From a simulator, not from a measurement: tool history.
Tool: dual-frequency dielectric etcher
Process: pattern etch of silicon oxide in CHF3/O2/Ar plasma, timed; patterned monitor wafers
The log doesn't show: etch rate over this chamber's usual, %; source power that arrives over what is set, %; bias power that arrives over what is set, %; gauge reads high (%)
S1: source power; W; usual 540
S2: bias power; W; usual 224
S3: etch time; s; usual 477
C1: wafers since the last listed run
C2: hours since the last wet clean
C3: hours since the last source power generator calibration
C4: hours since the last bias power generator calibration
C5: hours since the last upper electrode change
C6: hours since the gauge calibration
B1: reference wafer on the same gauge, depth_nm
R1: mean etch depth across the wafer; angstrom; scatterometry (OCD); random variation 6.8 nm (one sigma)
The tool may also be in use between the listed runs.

run	hour	S1	S2	S3	C1	C2	C3	C4	C5	C6	B1	R1
1	0	540	224	477	0	462.7	1544.5	2701	5188.6	568.2	850.1	10320
# hour 55.4: wet clean of the chamber
2	55.9	540	224	372	84	0.5	1600.4	2756.9	5244.5	624.1	850.3	8274
3	56.3	540	224	372	1	0.9	1600.8	2757.3	5244.9	624.5	849.6	8310
4	151.7	540	224	477	251	96.3	1696.2	2852.7	5340.3	719.9	849.2	10595
5	176.8	540	224	477	66	121.4	1721.3	2877.8	5365.4	745	850.8	10558
6	203.1	540	224	477	69	147.7	1747.6	2904.1	5391.7	771.3	850.3	10435
7	231.8	540	224	477	75	176.4	1776.3	2932.8	5420.4	800	849.9	10449
8	332.8	540	224	477	266	277.4	1877.3	3033.8	5521.4	901	850.1	10385
9	345.9	540	224	477	34	290.5	1890.4	3046.9	5534.5	914.1	848.7	10317
10	361.2	540	224	477	40	305.8	1905.7	3062.2	5549.8	929.4	849.8	10293
11	396.7	540	184	477	93	341.3	1941.2	3097.7	5585.3	964.9	851.8	9575
12	418.9	590	253	404.5	58	363.5	1963.4	3119.9	5607.5	987.1	849.9	9441
13	439.4	540	266	477	54	384	1983.9	3140.4	5628	1007.6	849.8	11081
# hour 448.9: bias power generator calibrated
14	470.5	500	241	477	71	415.1	2015	21.6	5659.1	1038.7	848	10442
15	500	480	245	336	77	444.6	2044.5	51.1	5688.6	1068.2	848.5	7273
# hour 507.5: gauge calibrated
16	532	540	224	477	84	476.6	2076.5	83.1	5720.6	24.5	851	10374
# hour 574.4: wet clean of the chamber
17	574.9	540	224	477	49	0.5	2119.4	126	5763.5	67.4	849.8	10465
# hour 599.6: upper electrode replaced
# hour 603.2: source power generator calibrated
18	603.7	540	200	415.5	3	29.3	0.5	154.8	4.1	96.2	848.2	8762
19	624.7	540	224	477	55	50.3	21.5	175.8	25.1	117.2	850	10616
20	651.6	540	224	477	71	77.2	48.4	202.7	52	144.1	850.6	10492
21	674.7	590	224	372	61	100.3	71.5	225.8	75.1	167.2	849.5	8388
22	688.6	540	224	477	36	114.2	85.4	239.7	89	181.1	847.4	10511
23	722.4	540	224	477	89	148	119.2	273.5	122.8	214.9	851.6	10488
24	747.6	540	187	405.5	66	173.2	144.4	298.7	148	240.1	849.4	8309
25	765.3	630	224	477	46	190.9	162.1	316.4	165.7	257.8	851.1	10976
26	799.6	540	224	561.5	90	225.2	196.4	350.7	200	292.1	850.6	12229
27	833.8	540	224	477	90	259.4	230.6	384.9	234.2	326.3	850.3	10467
28	851.6	670	224	477	47	277.2	248.4	402.7	252	344.1	850.1	11143
29	867.8	660	180	533.5	42	293.4	264.6	418.9	268.2	360.3	848.9	11239

What the log doesn't show, run by run:
source power that arrives over what is set, %: 0 in every run
bias power that arrives over what is set, %: 0 in every run
gauge reads high (%): 0 in every run
H1: etch rate over this chamber's usual, %
run	H1
1	-2.22
2	0.245
3	0.243
4	-0.253
5	-0.383
6	-0.52
7	-0.669
8	-1.19
9	-1.26
10	-1.34
11	-1.53
12	-1.64
13	-1.75
14	-1.91
15	-2.06
16	-2.23
17	0.0313
18	-0.118
19	-0.227
20	-0.367
21	-0.487
22	-0.559
23	-0.735
24	-0.866
25	-0.958
26	-1.14
27	-1.31
28	-1.41
29	-1.49
